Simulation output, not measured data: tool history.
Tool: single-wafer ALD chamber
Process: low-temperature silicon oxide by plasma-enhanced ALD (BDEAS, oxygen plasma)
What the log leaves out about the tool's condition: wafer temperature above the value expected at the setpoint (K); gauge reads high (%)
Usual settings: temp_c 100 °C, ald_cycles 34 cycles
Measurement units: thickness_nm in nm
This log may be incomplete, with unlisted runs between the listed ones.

run,hour,temp_c,ald_cycles,wafers since the last listed run,hours since the last thermocouple change,hours since the gauge calibration,"read-back reference wafer on the same gauge, thickness_nm",thickness_nm
1,0.0,93,34,0,1436.3,246.7,4.000,4.791
2,13.7,93,34,91,1450.0,260.4,3.995,4.776
3,33.7,93,34,133,1470.0,280.4,3.990,4.781
4,51.5,89,34,118,1487.8,298.2,3.990,4.840
5,84.5,89,34,219,1520.8,331.2,3.983,4.850
6,101.6,89,34,113,1537.9,348.3,3.983,4.846
7,130.4,100,34,191,1566.7,377.1,3.980,4.632
8,162.3,100,34,212,1598.6,409.0,3.973,4.603
9,194.1,100,38,211,1630.4,440.8,3.973,5.160
10,226.3,100,34,214,1662.6,473.0,3.964,4.601
11,241.0,100,34,97,1677.3,487.7,3.966,4.605
12,253.1,100,31,80,1689.4,499.8,3.961,4.197
# hour 260.8: gauge calibrated
13,273.1,100,34,133,1709.4,12.3,4.040,4.688
14,298.5,104,34,168,1734.8,37.7,4.035,4.654
15,322.7,100,34,160,1759.0,61.9,4.037,4.705
16,341.9,100,34,127,1778.2,81.1,4.033,4.667
17,439.7,104,34,650,1876.0,178.9,4.020,4.616
# hour 458.4: thermocouple changed; heater temperature recalibrated
18,470.7,95,28,152,12.3,209.9,4.016,3.898
19,483.5,106,36,85,25.1,222.7,4.015,4.856
20,515.8,113,32,214,57.4,255.0,4.008,4.257
21,541.6,114,34,171,83.2,280.8,4.000,4.518
22,559.4,105,40,118,101.0,298.6,4.002,5.393
23,588.6,94,30,194,130.2,327.8,3.997,4.209
24,605.7,87,30,113,147.3,344.9,3.997,4.323
25,619.7,111,34,93,161.3,358.9,3.995,4.545

Describe how what the log doesn't record of the tool's condition differs between the last listed run preceding each entry between runs and the first listed run following it.
Logged between run 12 and run 13: gauge calibrated (hour 260.8)
  gauge reads high (%): -1.92 -> 0.0607
  measured value less the no-hidden-state value, thickness_nm: -0.082 -> +0.003 nm
Logged between run 17 and run 18: thermocouple changed; heater temperature recalibrated (hour 458.4)
  gauge reads high (%): -0.52 -> -0.628
  measured value less the no-hidden-state value, thickness_nm: -0.024 -> -0.025 nm

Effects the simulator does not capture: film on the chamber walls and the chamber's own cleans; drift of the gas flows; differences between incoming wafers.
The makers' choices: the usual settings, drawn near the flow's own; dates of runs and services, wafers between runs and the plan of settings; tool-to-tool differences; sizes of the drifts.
